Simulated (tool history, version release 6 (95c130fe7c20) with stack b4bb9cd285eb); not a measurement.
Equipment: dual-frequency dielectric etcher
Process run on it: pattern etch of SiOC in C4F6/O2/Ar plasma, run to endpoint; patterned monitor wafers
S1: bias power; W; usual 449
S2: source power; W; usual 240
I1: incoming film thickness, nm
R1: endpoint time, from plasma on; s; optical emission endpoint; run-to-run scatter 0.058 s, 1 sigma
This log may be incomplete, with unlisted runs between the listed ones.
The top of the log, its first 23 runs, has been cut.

run,hour,S1,S2,I1,R1
# hour 1628.1: upper electrode replaced
24,1693.2,449,270,35.59,13.2
25,1739.7,449,290,35.04,12.4
# hour 1824.7: source power generator calibrated
26,1831.0,543,270,34.92,12.1
27,1913.8,449,240,35.68,14.0
28,1985.5,521,220,35.17,13.7
# hour 2041.1: wet clean of the chamber
29,2080.1,528,240,35.19,13.1
30,2138.6,411,290,34.98,12.8
31,2202.5,404,240,35.06,14.1
32,2255.1,357,200,35.32,16.3
33,2543.3,509,280,35.34,12.3
34,2636.6,449,240,35.23,13.7
35,2708.1,449,240,34.84,13.6

Each row is a separate what-if for the run after 35, all from the same tool condition, not one after another. Results?
A,2708.5,449,300,34.84,?
B,2708.5,387,280,34.84,?
C,2708.5,413,240,34.84,?
D,2708.5,351,260,34.84,?

run,R1
A,12.1
B,13.1
C,13.9
D,14.0
With the hidden condition removed and each run's random variation left untouched, the same runs would have given:
run,R1
A,12.1
B,13.1
C,13.9
D,14.0

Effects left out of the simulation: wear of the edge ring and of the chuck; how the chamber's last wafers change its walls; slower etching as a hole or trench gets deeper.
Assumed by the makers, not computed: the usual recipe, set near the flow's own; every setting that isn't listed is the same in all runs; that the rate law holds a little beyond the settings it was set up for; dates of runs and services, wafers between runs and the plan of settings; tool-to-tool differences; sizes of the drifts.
